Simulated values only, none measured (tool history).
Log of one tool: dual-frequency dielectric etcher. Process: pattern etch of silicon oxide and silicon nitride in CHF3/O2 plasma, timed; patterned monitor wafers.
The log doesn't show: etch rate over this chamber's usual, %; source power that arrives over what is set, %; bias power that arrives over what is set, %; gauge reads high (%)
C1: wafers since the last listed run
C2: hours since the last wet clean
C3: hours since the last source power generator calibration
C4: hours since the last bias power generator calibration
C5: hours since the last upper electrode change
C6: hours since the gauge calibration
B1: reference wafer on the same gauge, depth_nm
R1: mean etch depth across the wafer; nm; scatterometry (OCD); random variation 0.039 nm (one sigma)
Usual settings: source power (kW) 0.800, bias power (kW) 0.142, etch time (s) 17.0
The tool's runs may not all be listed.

{"run": 1, "hour": 0.0, "source power (kW)": 0.8, "bias power (kW)": 0.142, "etch time (s)": 17.0, "C1": 0, "C2": 355.8, "C3": 4380.0, "C4": 1920.5, "C5": 5697.0, "C6": 96.4, "B1": 27.82, "R1": 25.9}
{"run": 2, "hour": 34.0, "source power (kW)": 0.8, "bias power (kW)": 0.142, "etch time (s)": 15.0, "C1": 714, "C2": 389.8, "C3": 4414.0, "C4": 1954.5, "C5": 5731.0, "C6": 130.4, "B1": 27.8, "R1": 22.79}
{"run": 3, "hour": 54.4, "source power (kW)": 0.8, "bias power (kW)": 0.142, "etch time (s)": 17.0, "C1": 428, "C2": 410.2, "C3": 4434.4, "C4": 1974.9, "C5": 5751.4, "C6": 150.8, "B1": 27.79, "R1": 25.89}
{"run": 4, "hour": 72.8, "source power (kW)": 0.8, "bias power (kW)": 0.142, "etch time (s)": 17.0, "C1": 386, "C2": 428.6, "C3": 4452.8, "C4": 1993.3, "C5": 5769.8, "C6": 169.2, "B1": 27.81, "R1": 25.79}
{"run": 5, "hour": 85.2, "source power (kW)": 0.8, "bias power (kW)": 0.142, "etch time (s)": 17.0, "C1": 260, "C2": 441.0, "C3": 4465.2, "C4": 2005.7, "C5": 5782.2, "C6": 181.6, "B1": 27.78, "R1": 25.87}
{"run": 6, "hour": 99.0, "source power (kW)": 0.8, "bias power (kW)": 0.142, "etch time (s)": 17.0, "C1": 290, "C2": 454.8, "C3": 4479.0, "C4": 2019.5, "C5": 5796.0, "C6": 195.4, "B1": 27.8, "R1": 25.86}
{"run": 7, "hour": 112.6, "source power (kW)": 0.8, "bias power (kW)": 0.142, "etch time (s)": 17.0, "C1": 285, "C2": 468.4, "C3": 4492.6, "C4": 2033.1, "C5": 5809.6, "C6": 209.0, "B1": 27.8, "R1": 25.81}
{"run": 8, "hour": 144.4, "source power (kW)": 0.8, "bias power (kW)": 0.142, "etch time (s)": 17.0, "C1": 668, "C2": 500.2, "C3": 4524.4, "C4": 2064.9, "C5": 5841.4, "C6": 240.8, "B1": 27.79, "R1": 25.75}
{"hour": 188.9, "done": "source power generator calibrated"}
{"hour": 193.8, "done": "wet clean of the chamber"}
{"run": 9, "hour": 194.3, "source power (kW)": 0.8, "bias power (kW)": 0.142, "etch time (s)": 17.0, "C1": 860, "C2": 0.5, "C3": 5.4, "C4": 2114.8, "C5": 5891.3, "C6": 290.7, "B1": 27.82, "R1": 26.21}
{"run": 10, "hour": 203.9, "source power (kW)": 0.8, "bias power (kW)": 0.142, "etch time (s)": 17.0, "C1": 201, "C2": 10.1, "C3": 15.0, "C4": 2124.4, "C5": 5900.9, "C6": 300.3, "B1": 27.81, "R1": 26.25}
{"run": 11, "hour": 226.5, "source power (kW)": 0.8, "bias power (kW)": 0.142, "etch time (s)": 17.0, "C1": 475, "C2": 32.7, "C3": 37.6, "C4": 2147.0, "C5": 5923.5, "C6": 322.9, "B1": 27.78, "R1": 26.2}
{"run": 12, "hour": 246.5, "source power (kW)": 0.8, "bias power (kW)": 0.142, "etch time (s)": 17.0, "C1": 420, "C2": 52.7, "C3": 57.6, "C4": 2167.0, "C5": 5943.5, "C6": 342.9, "B1": 27.8, "R1": 26.11}
{"hour": 260.4, "done": "bias power generator calibrated"}
{"run": 13, "hour": 262.3, "source power (kW)": 0.98, "bias power (kW)": 0.11, "etch time (s)": 13.0, "C1": 248, "C2": 68.5, "C3": 73.4, "C4": 1.9, "C5": 5959.3, "C6": 358.7, "B1": 27.82, "R1": 20.69}
{"run": 14, "hour": 290.0, "source power (kW)": 0.65, "bias power (kW)": 0.177, "etch time (s)": 17.0, "C1": 582, "C2": 96.2, "C3": 101.1, "C4": 29.6, "C5": 5987.0, "C6": 386.4, "B1": 27.79, "R1": 24.69}
{"hour": 330.1, "done": "upper electrode replaced"}
{"run": 15, "hour": 330.6, "source power (kW)": 0.92, "bias power (kW)": 0.158, "etch time (s)": 21.5, "C1": 348, "C2": 136.8, "C3": 141.7, "C4": 70.2, "C5": 0.5, "C6": 427.0, "B1": 27.81, "R1": 37.18}
{"run": 16, "hour": 334.5, "source power (kW)": 0.8, "bias power (kW)": 0.142, "etch time (s)": 17.0, "C1": 81, "C2": 140.7, "C3": 145.6, "C4": 74.1, "C5": 4.4, "C6": 430.9, "B1": 27.8, "R1": 26.14}
{"run": 17, "hour": 390.0, "source power (kW)": 0.66, "bias power (kW)": 0.142, "etch time (s)": 17.0, "C1": 1166, "C2": 196.2, "C3": 201.1, "C4": 129.6, "C5": 59.9, "C6": 486.4, "B1": 27.78, "R1": 22.91}
{"run": 18, "hour": 403.0, "source power (kW)": 0.8, "bias power (kW)": 0.142, "etch time (s)": 12.5, "C1": 273, "C2": 209.2, "C3": 214.1, "C4": 142.6, "C5": 72.9, "C6": 499.4, "B1": 27.81, "R1": 19.15}
{"hour": 418.4, "done": "gauge calibrated"}
{"run": 19, "hour": 436.0, "source power (kW)": 0.8, "bias power (kW)": 0.158, "etch time (s)": 13.0, "C1": 693, "C2": 242.2, "C3": 247.1, "C4": 175.6, "C5": 105.9, "C6": 17.6, "B1": 27.79, "R1": 20.69}
{"run": 20, "hour": 449.3, "source power (kW)": 0.96, "bias power (kW)": 0.142, "etch time (s)": 17.0, "C1": 279, "C2": 255.5, "C3": 260.4, "C4": 188.9, "C5": 119.2, "C6": 30.9, "B1": 27.79, "R1": 28.87}
{"run": 21, "hour": 463.2, "source power (kW)": 0.8, "bias power (kW)": 0.142, "etch time (s)": 17.0, "C1": 292, "C2": 269.4, "C3": 274.3, "C4": 202.8, "C5": 133.1, "C6": 44.8, "B1": 27.8, "R1": 25.91}
{"run": 22, "hour": 490.6, "source power (kW)": 0.8, "bias power (kW)": 0.165, "etch time (s)": 17.0, "C1": 576, "C2": 296.8, "C3": 301.7, "C4": 230.2, "C5": 160.5, "C6": 72.2, "B1": 27.81, "R1": 27.48}
{"run": 23, "hour": 520.4, "source power (kW)": 0.61, "bias power (kW)": 0.169, "etch time (s)": 19.5, "C1": 626, "C2": 326.6, "C3": 331.5, "C4": 260.0, "C5": 190.3, "C6": 102.0, "B1": 27.81, "R1": 26.32}
{"run": 24, "hour": 550.6, "source power (kW)": 0.62, "bias power (kW)": 0.176, "etch time (s)": 21.0, "C1": 634, "C2": 356.8, "C3": 361.7, "C4": 290.2, "C5": 220.5, "C6": 132.2, "B1": 27.8, "R1": 29.07}

The tool's hidden state at each run:
source power that arrives over what is set, %: 0 in every run
bias power that arrives over what is set, %: 0 in every run
gauge reads high (%): 0 in every run
H1: etch rate over this chamber's usual, %
run=1 H1=-1.15
run=2 H1=-1.28
run=3 H1=-1.36
run=4 H1=-1.43
run=5 H1=-1.48
run=6 H1=-1.53
run=7 H1=-1.58
run=8 H1=-1.71
run=9 H1=0.0679
run=10 H1=0.031
run=11 H1=-0.0558
run=12 H1=-0.133
run=13 H1=-0.193
run=14 H1=-0.3
run=15 H1=-0.456
run=16 H1=-0.47
run=17 H1=-0.684
run=18 H1=-0.734
run=19 H1=-0.86
run=20 H1=-0.911
run=21 H1=-0.965
run=22 H1=-1.07
run=23 H1=-1.18
run=24 H1=-1.3
